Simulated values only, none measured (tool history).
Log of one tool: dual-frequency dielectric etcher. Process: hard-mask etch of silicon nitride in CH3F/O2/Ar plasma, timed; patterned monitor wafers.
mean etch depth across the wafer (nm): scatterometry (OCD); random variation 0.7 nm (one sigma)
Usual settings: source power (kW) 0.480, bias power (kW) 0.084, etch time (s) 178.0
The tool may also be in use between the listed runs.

| run | day | source power (kW) | bias power (kW) | etch time (s) | read-back reference wafer on the same gauge, depth_nm | mean etch depth across the wafer (nm) |
|---|---|---|---|---|---|---|
| 1 | 0.000 | 0.480 | 0.091 | 178.0 | 166.8 | 147.5 |
| 2 | 0.450 | 0.480 | 0.091 | 178.0 | 166.8 | 148.5 |
| 3 | 1.021 | 0.480 | 0.091 | 178.0 | 167.0 | 147.3 |
| 4 | 1.662 | 0.480 | 0.084 | 178.0 | 167.0 | 142.2 |
| 5 | 2.112 | 0.480 | 0.084 | 178.0 | 167.0 | 142.8 |
| 6 | 2.408 | 0.480 | 0.084 | 178.0 | 166.9 | 142.9 |
| 7 | 2.933 | 0.480 | 0.084 | 149.5 | 167.0 | 119.5 |
| 8 | 3.658 | 0.480 | 0.084 | 149.5 | 166.9 | 119.6 |
| 9 | 4.225 | 0.480 | 0.084 | 149.5 | 167.2 | 121.2 |
|  | 5.808 | wet clean of the chamber |
| 10 | 5.829 | 0.480 | 0.084 | 178.0 | 167.2 | 141.8 |
| 11 | 5.846 | 0.480 | 0.084 | 178.0 | 166.7 | 143.0 |
| 12 | 5.858 | 0.480 | 0.084 | 178.0 | 167.1 | 142.8 |
|  | 6.117 | source power generator calibrated |
| 13 | 6.442 | 0.480 | 0.084 | 139.5 | 166.6 | 112.5 |
| 14 | 7.071 | 0.480 | 0.084 | 139.5 | 166.9 | 112.2 |
| 15 | 7.754 | 0.600 | 0.103 | 230.5 | 167.0 | 216.2 |
| 16 | 8.033 | 0.480 | 0.084 | 178.0 | 167.0 | 144.1 |
| 17 | 8.296 | 0.440 | 0.076 | 192.5 | 167.0 | 143.5 |
| 18 | 8.671 | 0.590 | 0.092 | 201.0 | 167.1 | 179.2 |
|  | 9.279 | gauge calibrated |
|  | 9.762 | bias power generator calibrated |
|  | 10.025 | upper electrode replaced |
| 19 | 10.046 | 0.480 | 0.084 | 178.0 | 166.7 | 143.7 |
| 20 | 10.058 | 0.390 | 0.084 | 155.5 | 167.1 | 117.6 |
| 21 | 10.546 | 0.480 | 0.094 | 192.5 | 166.9 | 161.6 |
| 22 | 10.904 | 0.480 | 0.091 | 178.0 | 167.2 | 148.1 |
| 23 | 12.467 | 0.400 | 0.071 | 210.5 | 167.0 | 148.2 |
| 24 | 14.275 | 0.570 | 0.101 | 178.0 | 167.0 | 161.1 |
| 25 | 14.954 | 0.480 | 0.084 | 178.0 | 167.0 | 143.0 |
| 26 | 15.433 | 0.480 | 0.084 | 204.0 | 167.0 | 163.7 |
| 27 | 15.750 | 0.480 | 0.075 | 178.0 | 166.9 | 136.7 |
| 28 | 16.075 | 0.480 | 0.092 | 178.0 | 166.9 | 147.7 |

5 ways to go on from here, each from the tool as it stands after run 28. What would each give?
| A | 16.096 | 0.480 | 0.084 | 178.0 | ? | ? |
| B | 16.096 | 0.480 | 0.090 | 156.0 | ? | ? |
| C | 16.096 | 0.480 | 0.092 | 129.0 | ? | ? |
| D | 16.096 | 0.480 | 0.084 | 215.5 | ? | ? |
| E | 16.096 | 0.370 | 0.084 | 178.0 | ? | ? |

| run | read-back reference wafer on the same gauge, depth_nm | mean etch depth across the wafer (nm) |
|---|---|---|
| A | 166.7 | 141.7 |
| B | 166.7 | 127.8 |
| C | 166.7 | 106.7 |
| D | 166.7 | 171.6 |
| E | 166.7 | 130.6 |
Without the tool's hidden state the same runs would have given:
| run | mean etch depth across the wafer (nm) |
|---|---|
| A | 141.7 |
| B | 127.8 |
| C | 106.7 |
| D | 171.6 |
| E | 130.6 |

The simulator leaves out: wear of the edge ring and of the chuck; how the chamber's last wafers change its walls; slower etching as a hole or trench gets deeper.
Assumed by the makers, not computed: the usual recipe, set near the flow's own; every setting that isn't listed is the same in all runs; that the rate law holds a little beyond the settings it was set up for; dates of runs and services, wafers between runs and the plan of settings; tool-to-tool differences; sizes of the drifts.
